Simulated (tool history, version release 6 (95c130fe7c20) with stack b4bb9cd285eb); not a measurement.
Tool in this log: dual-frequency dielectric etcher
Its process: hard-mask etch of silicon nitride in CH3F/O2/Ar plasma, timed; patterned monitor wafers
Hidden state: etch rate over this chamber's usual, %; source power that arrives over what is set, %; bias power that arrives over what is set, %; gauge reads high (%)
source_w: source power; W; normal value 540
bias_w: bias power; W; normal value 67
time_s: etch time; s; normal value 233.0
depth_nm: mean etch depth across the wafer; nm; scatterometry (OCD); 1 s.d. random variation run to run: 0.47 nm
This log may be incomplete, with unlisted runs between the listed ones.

run,day,source_w,bias_w,time_s,wafers since the last listed run,hours since the last wet clean,hours since the last source power generator calibration,hours since the last bias power generator calibration,hours since the last upper electrode change,hours since the gauge calibration,"read-back reference wafer on the same gauge, depth_nm",depth_nm
1,0.000,540,67,233.0,0,197.6,1949.8,664.4,1049.2,1352.4,206.1,199.3
2,2.212,540,59,233.0,425,250.7,2002.9,717.5,1102.3,1405.5,205.8,190.4
3,4.712,540,59,233.0,480,310.7,2062.9,777.5,1162.3,1465.5,206.0,189.4
# day 6.412: wet clean of the chamber
4,6.854,540,59,233.0,219,10.6,2114.3,828.9,1213.7,1516.9,205.9,192.3
5,8.779,540,67,233.0,369,56.8,2160.5,875.1,1259.9,1563.1,206.0,200.4
6,12.700,580,67,233.0,753,150.9,2254.6,969.2,1354.0,1657.2,206.1,202.5
7,15.575,580,67,233.0,552,219.9,2323.6,1038.2,1423.0,1726.2,206.0,202.7
8,19.838,580,67,233.0,818,322.2,2425.9,1140.5,1525.3,1828.5,206.0,201.0
9,21.475,570,67,233.0,314,361.5,2465.2,1179.8,1564.6,1867.8,205.9,199.6
# day 24.246: gauge calibrated
# day 24.746: wet clean of the chamber
10,25.879,570,67,233.0,654,27.2,2570.9,1285.5,1670.3,39.2,206.0,194.6
11,28.804,570,67,233.0,561,97.4,2641.1,1355.7,1740.5,109.4,206.1,194.4
12,32.742,540,67,233.0,756,191.9,2735.6,1450.2,1835.0,203.9,206.1,189.0
13,37.058,540,67,233.0,829,295.5,2839.2,1553.8,1938.6,307.5,205.9,189.1
14,39.292,540,67,233.0,429,349.1,2892.8,1607.4,1992.2,361.1,205.8,187.9
# day 40.983: wet clean of the chamber, repeated, since the last time left the tool worse
15,42.717,540,67,233.0,465,41.6,2975.0,1689.6,2074.4,443.3,206.0,201.5
16,44.879,540,67,267.0,415,93.5,3026.9,1741.5,2126.3,495.2,206.0,229.2
# day 46.075: source power generator calibrated
# day 46.162: bias power generator calibrated
17,48.975,490,84,172.5,737,191.8,69.6,67.5,2224.6,593.5,206.0,155.4
# day 50.908: upper electrode replaced
18,51.633,670,67,191.5,318,255.6,133.4,131.3,17.4,657.3,206.0,171.9
19,53.600,650,67,233.0,377,302.8,180.6,178.5,64.6,704.5,205.9,206.1
# day 55.962: wet clean of the chamber
20,55.983,420,75,262.0,265,0.5,237.8,235.7,121.8,761.7,206.1,221.6
21,59.317,540,80,233.0,640,80.5,317.8,315.7,201.8,841.7,206.0,211.7
22,61.758,540,67,204.0,469,139.1,376.4,374.3,260.4,900.3,206.0,173.9
23,66.075,540,67,199.0,829,242.7,480.0,477.9,364.0,1003.9,206.1,169.0
24,69.558,640,67,275.0,669,326.3,563.6,561.5,447.6,1087.5,205.9,242.3
# day 71.038: wet clean of the chamber
25,72.333,630,62,263.0,341,31.1,630.2,628.1,514.2,1154.1,205.8,229.2
26,75.775,540,67,233.0,661,113.7,712.8,710.7,596.8,1236.7,206.1,200.5
27,80.267,410,67,233.0,862,221.5,820.6,818.5,704.6,1344.5,206.1,186.5

Take each entry between the runs: how does the hidden state at the last listed run before it differ from the hidden state at the first listed run after it?
In the gap between runs 3 and 4: wet clean of the chamber (day 6.412)
  etch rate over this chamber's usual, %: -1.99 -> -0.00344
  difference, measured minus the result without the unlogged condition, depth_nm: -3.8 -> -0.1 nm
In the gap between runs 9 and 10: gauge calibrated (day 24.246); wet clean of the chamber (day 24.746)
  etch rate over this chamber's usual, %: -2.27 -> -4.58
  difference, measured minus the result without the unlogged condition, depth_nm: -4.6 -> -9.3 nm
In the gap between runs 14 and 15: wet clean of the chamber, repeated, since the last time left the tool worse (day 40.983)
  etch rate over this chamber's usual, %: -6.65 -> -0.429
  difference, measured minus the result without the unlogged condition, depth_nm: -13.4 -> -0.9 nm
In the gap between runs 16 and 17: source power generator calibrated (day 46.075); bias power generator calibrated (day 46.162)
  etch rate over this chamber's usual, %: -0.764 -> -1.4
  difference, measured minus the result without the unlogged condition, depth_nm: -1.7 -> -2.2 nm
In the gap between runs 17 and 18: upper electrode replaced (day 50.908)
  etch rate over this chamber's usual, %: -1.4 -> -1.81
  difference, measured minus the result without the unlogged condition, depth_nm: -2.2 -> -3.2 nm
In the gap between runs 19 and 20: wet clean of the chamber (day 55.962)
  etch rate over this chamber's usual, %: -2.11 -> -0.186
  difference, measured minus the result without the unlogged condition, depth_nm: -4.4 -> -0.4 nm
In the gap between runs 24 and 25: wet clean of the chamber (day 71.038)
  etch rate over this chamber's usual, %: -2.29 -> -0.0629
  difference, measured minus the result without the unlogged condition, depth_nm: -5.7 -> -0.1 nm
